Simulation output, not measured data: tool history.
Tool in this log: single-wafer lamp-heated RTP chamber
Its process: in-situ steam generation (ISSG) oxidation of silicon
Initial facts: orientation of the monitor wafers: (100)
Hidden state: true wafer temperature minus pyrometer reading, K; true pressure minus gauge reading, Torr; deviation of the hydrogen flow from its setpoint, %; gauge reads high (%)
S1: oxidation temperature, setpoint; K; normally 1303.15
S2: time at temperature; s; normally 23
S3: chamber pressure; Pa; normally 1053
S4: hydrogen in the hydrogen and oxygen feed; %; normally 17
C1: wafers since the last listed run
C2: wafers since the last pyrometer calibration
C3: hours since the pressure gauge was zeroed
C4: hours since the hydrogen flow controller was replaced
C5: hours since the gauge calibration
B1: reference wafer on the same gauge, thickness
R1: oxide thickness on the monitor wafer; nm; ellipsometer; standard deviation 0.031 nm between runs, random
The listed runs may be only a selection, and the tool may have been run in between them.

| run | day | S1 | S2 | S3 | S4 | C1 | C2 | C3 | C4 | C5 | B1 | R1 |
|---|---|---|---|---|---|---|---|---|---|---|---|---|
| 1 | 0 | 1303.15 | 23 | 1200 | 17 | 0 | 1341 | 955.1 | 3800.1 | 217.7 | 6.244 | 6.507 |
| 2 | 0.583 | 1303.15 | 23 | 1200 | 17 | 150 | 1491 | 969.1 | 3814.1 | 231.7 | 6.252 | 6.452 |
| 3 | 1.175 | 1303.15 | 23 | 1200 | 17 | 152 | 1644 | 983.3 | 3828.3 | 245.9 | 6.239 | 6.485 |
| 4 | 2.371 | 1303.15 | 19 | 1053 | 17 | 308 | 1952 | 1012 | 3857 | 274.6 | 6.232 | 5.935 |
| 5 | 3.488 | 1303.15 | 19 | 1053 | 17 | 287 | 2240 | 1038.8 | 3883.8 | 301.4 | 6.243 | 5.971 |
| 6 | 4.829 | 1303.15 | 19 | 1053 | 17 | 346 | 2586 | 1071 | 3916 | 333.6 | 6.248 | 5.965 |
| 7 | 6.054 | 1303.15 | 23 | 1053 | 17 | 315 | 2902 | 1100.4 | 3945.4 | 363 | 6.248 | 6.594 |
| 8 | 7.321 | 1303.15 | 23 | 1053 | 17 | 326 | 3229 | 1130.8 | 3975.8 | 393.4 | 6.247 | 6.648 |
| 9 | 8.317 | 1303.15 | 23 | 1053 | 17 | 256 | 3486 | 1154.7 | 3999.7 | 417.3 | 6.237 | 6.636 |
|  | 12.083 | pyrometer window cleaned and pyrometer calibrated |
| 10 | 12.329 | 1303.15 | 23 | 1053 | 17 | 948 | 63 | 1251 | 4096 | 513.6 | 6.253 | 6.516 |
| 11 | 13.533 | 1299.15 | 23 | 1053 | 17 | 310 | 373 | 1279.9 | 4124.9 | 542.5 | 6.235 | 6.353 |
| 12 | 14.95 | 1299.15 | 23 | 1053 | 17 | 365 | 739 | 1313.9 | 4158.9 | 576.5 | 6.234 | 6.349 |
| 13 | 15.725 | 1303.15 | 23 | 1053 | 17 | 199 | 939 | 1332.5 | 4177.5 | 595.1 | 6.235 | 6.558 |
|  | 16.112 | pressure gauge zeroed |
| 14 | 16.321 | 1314.15 | 23 | 1227 | 17 | 67 | 1006 | 5 | 4191.8 | 609.4 | 6.253 | 6.86 |
| 15 | 17.746 | 1314.15 | 19 | 920 | 11 | 367 | 1374 | 39.2 | 4226 | 643.6 | 6.23 | 5.632 |
| 16 | 18.621 | 1303.15 | 23 | 1053 | 17 | 225 | 1599 | 60.2 | 4247 | 664.6 | 6.225 | 6.522 |
| 17 | 19.921 | 1303.15 | 23 | 1053 | 17 | 335 | 1935 | 91.4 | 4278.2 | 695.8 | 6.234 | 6.583 |
| 18 | 20.742 | 1303.15 | 19 | 1053 | 17 | 211 | 2146 | 111.1 | 4297.9 | 715.5 | 6.25 | 5.919 |
|  | 22.071 | hydrogen flow controller replaced |
| 19 | 22.146 | 1296.15 | 23 | 1053 | 17 | 276 | 2423 | 144.8 | 1.8 | 749.2 | 6.233 | 6.393 |
| 20 | 22.879 | 1286.15 | 23 | 1053 | 26 | 189 | 2612 | 162.4 | 19.4 | 766.8 | 6.229 | 6.736 |
| 21 | 23.45 | 1322.15 | 29 | 1053 | 17 | 147 | 2759 | 176.1 | 33.1 | 780.5 | 6.23 | 8.312 |
|  | 23.521 | gauge calibrated |
| 22 | 24.612 | 1303.15 | 23 | 947 | 13 | 299 | 3059 | 204 | 61 | 26.2 | 6.242 | 6.274 |
| 23 | 25.512 | 1303.15 | 16 | 1200 | 11 | 232 | 3291 | 225.6 | 82.6 | 47.8 | 6.244 | 5.032 |
| 24 | 26.904 | 1303.15 | 31 | 1053 | 17 | 358 | 3650 | 259 | 116 | 81.2 | 6.235 | 7.939 |
| 25 | 27.917 | 1303.15 | 23 | 1053 | 14 | 261 | 3911 | 283.3 | 140.3 | 105.5 | 6.24 | 6.457 |
| 26 | 28.988 | 1292.15 | 19 | 987 | 11 | 276 | 4187 | 309 | 166 | 131.2 | 6.239 | 5.279 |
|  | 29.429 | pyrometer window cleaned and pyrometer calibrated |
| 27 | 29.908 | 1303.15 | 20 | 1053 | 17 | 151 | 123 | 331.1 | 188.1 | 153.3 | 6.243 | 6.04 |
| 28 | 31.083 | 1289.15 | 26 | 960 | 13 | 303 | 426 | 359.3 | 216.3 | 181.5 | 6.235 | 6.08 |
| 29 | 31.754 | 1303.15 | 23 | 1053 | 26 | 173 | 599 | 375.4 | 232.4 | 197.6 | 6.245 | 7.181 |
| 30 | 33.25 | 1303.15 | 23 | 920 | 17 | 385 | 985 | 411.3 | 268.3 | 233.5 | 6.244 | 6.46 |
| 31 | 34.121 | 1303.15 | 23 | 1053 | 17 | 224 | 1209 | 432.2 | 289.2 | 254.4 | 6.235 | 6.526 |
| 32 | 35.138 | 1303.15 | 23 | 1173 | 17 | 262 | 1471 | 456.6 | 313.6 | 278.8 | 6.244 | 6.547 |

Consider 3 possible next runs. They are alternatives, not a sequence: every one starts from the tool as it was left by run 32. What does each give?
| A | 35.154 | 1322.15 | 23 | 1053 | 17 | 4 | 1476 | 457 | 314 | 279.2 | ? | ? |
| B | 35.154 | 1283.15 | 23 | 1053 | 17 | 4 | 1476 | 457 | 314 | 279.2 | ? | ? |
| C | 35.154 | 1303.15 | 23 | 1053 | 11 | 4 | 1476 | 457 | 314 | 279.2 | ? | ? |

| run | B1 | R1 |
|---|---|---|
| A | 6.252 | 7.184 |
| B | 6.252 | 5.899 |
| C | 6.252 | 5.912 |
The same runs, with their run-to-run variation unchanged, on a tool lacking any hidden condition would have given:
| run | R1 |
|---|---|
| A | 7.133 |
| B | 5.865 |
| C | 5.874 |
